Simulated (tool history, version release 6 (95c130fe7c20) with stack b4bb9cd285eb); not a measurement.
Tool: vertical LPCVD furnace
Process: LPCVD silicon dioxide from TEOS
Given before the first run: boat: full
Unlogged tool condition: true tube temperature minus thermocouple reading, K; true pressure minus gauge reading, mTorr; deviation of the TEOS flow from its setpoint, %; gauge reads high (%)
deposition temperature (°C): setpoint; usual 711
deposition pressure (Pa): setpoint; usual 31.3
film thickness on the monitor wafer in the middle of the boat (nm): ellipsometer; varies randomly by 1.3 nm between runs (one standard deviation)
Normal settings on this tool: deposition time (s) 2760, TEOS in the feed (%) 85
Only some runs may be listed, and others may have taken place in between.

| run | hour | deposition temperature (°C) | deposition pressure (Pa) | deposition time (s) | TEOS in the feed (%) | wafers since the last listed run | hours since the last temperature calibration | hours since the pressure gauge was zeroed | hours since the TEOS flow controller was replaced | hours since the gauge calibration | read-back reference wafer on the same gauge, thickness | film thickness on the monitor wafer in the middle of the boat (nm) |
|---|---|---|---|---|---|---|---|---|---|---|---|---|
| 1 | 0.0 | 711 | 31.3 | 2760 | 85 | 0 | 1580.5 | 2440.7 | 4511.1 | 158.7 | 409.89 | 407.63 |
| 2 | 26.6 | 711 | 31.3 | 2760 | 85 | 393 | 1607.1 | 2467.3 | 4537.7 | 185.3 | 410.26 | 409.08 |
| 3 | 53.3 | 711 | 31.3 | 2760 | 85 | 395 | 1633.8 | 2494.0 | 4564.4 | 212.0 | 409.84 | 408.24 |
|  | 75.7 | gauge calibrated |
| 4 | 76.8 | 711 | 31.3 | 2760 | 85 | 347 | 1657.3 | 2517.5 | 4587.9 | 1.1 | 410.18 | 408.02 |
| 5 | 102.1 | 711 | 31.3 | 2760 | 85 | 374 | 1682.6 | 2542.8 | 4613.2 | 26.4 | 410.23 | 408.70 |
| 6 | 125.7 | 711 | 31.3 | 2760 | 94 | 349 | 1706.2 | 2566.4 | 4636.8 | 50.0 | 410.24 | 429.95 |
| 7 | 138.0 | 711 | 31.3 | 2760 | 94 | 182 | 1718.5 | 2578.7 | 4649.1 | 62.3 | 410.16 | 427.46 |
|  | 166.8 | TEOS flow controller replaced |
| 8 | 167.3 | 711 | 26.0 | 2760 | 85 | 78 | 1747.8 | 2608.0 | 0.5 | 91.6 | 410.16 | 373.01 |
| 9 | 180.8 | 711 | 26.0 | 2760 | 85 | 199 | 1761.3 | 2621.5 | 14.0 | 105.1 | 409.57 | 372.03 |
| 10 | 205.0 | 702 | 31.3 | 2760 | 85 | 358 | 1785.5 | 2645.7 | 38.2 | 129.3 | 410.06 | 331.43 |
|  | 243.7 | pressure gauge zeroed |
| 11 | 244.2 | 702 | 31.3 | 2760 | 85 | 225 | 1824.7 | 0.5 | 77.4 | 168.5 | 409.74 | 332.43 |
| 12 | 249.6 | 705 | 31.3 | 2760 | 85 | 79 | 1830.1 | 5.9 | 82.8 | 173.9 | 409.76 | 355.51 |
|  | 281.0 | thermocouples replaced and temperature profile calibrated |
| 13 | 281.5 | 704 | 26.7 | 3090 | 97 | 116 | 0.5 | 37.8 | 114.7 | 205.8 | 410.30 | 383.38 |
| 14 | 298.8 | 711 | 31.3 | 2760 | 85 | 256 | 17.8 | 55.1 | 132.0 | 223.1 | 409.81 | 405.65 |
| 15 | 313.9 | 711 | 31.3 | 2760 | 85 | 223 | 32.9 | 70.2 | 147.1 | 238.2 | 410.32 | 408.68 |
|  | 328.5 | gauge calibrated |
| 16 | 338.5 | 711 | 31.3 | 2760 | 92 | 364 | 57.5 | 94.8 | 171.7 | 10.0 | 409.87 | 421.77 |
| 17 | 363.6 | 711 | 31.3 | 2760 | 85 | 371 | 82.6 | 119.9 | 196.8 | 35.1 | 410.60 | 407.03 |
| 18 | 378.9 | 711 | 31.3 | 2760 | 97 | 226 | 97.9 | 135.2 | 212.1 | 50.4 | 410.79 | 433.61 |
| 19 | 413.7 | 723 | 31.3 | 2760 | 85 | 515 | 132.7 | 170.0 | 246.9 | 85.2 | 409.56 | 534.62 |
| 20 | 449.3 | 711 | 33.3 | 3060 | 77 | 526 | 168.3 | 205.6 | 282.5 | 120.8 | 409.69 | 445.05 |
| 21 | 484.7 | 711 | 31.3 | 2010 | 85 | 524 | 203.7 | 241.0 | 317.9 | 156.2 | 410.05 | 296.93 |
| 22 | 498.6 | 711 | 31.3 | 2760 | 85 | 205 | 217.6 | 254.9 | 331.8 | 170.1 | 409.97 | 408.71 |

Run-by-run hidden state of the tool:
true tube temperature minus thermocouple reading, K: 0 on each run
true pressure minus gauge reading, mTorr: 0 on each run
deviation of the TEOS flow from its setpoint, %: 0 on each run
gauge reads high (%): 0 on each run
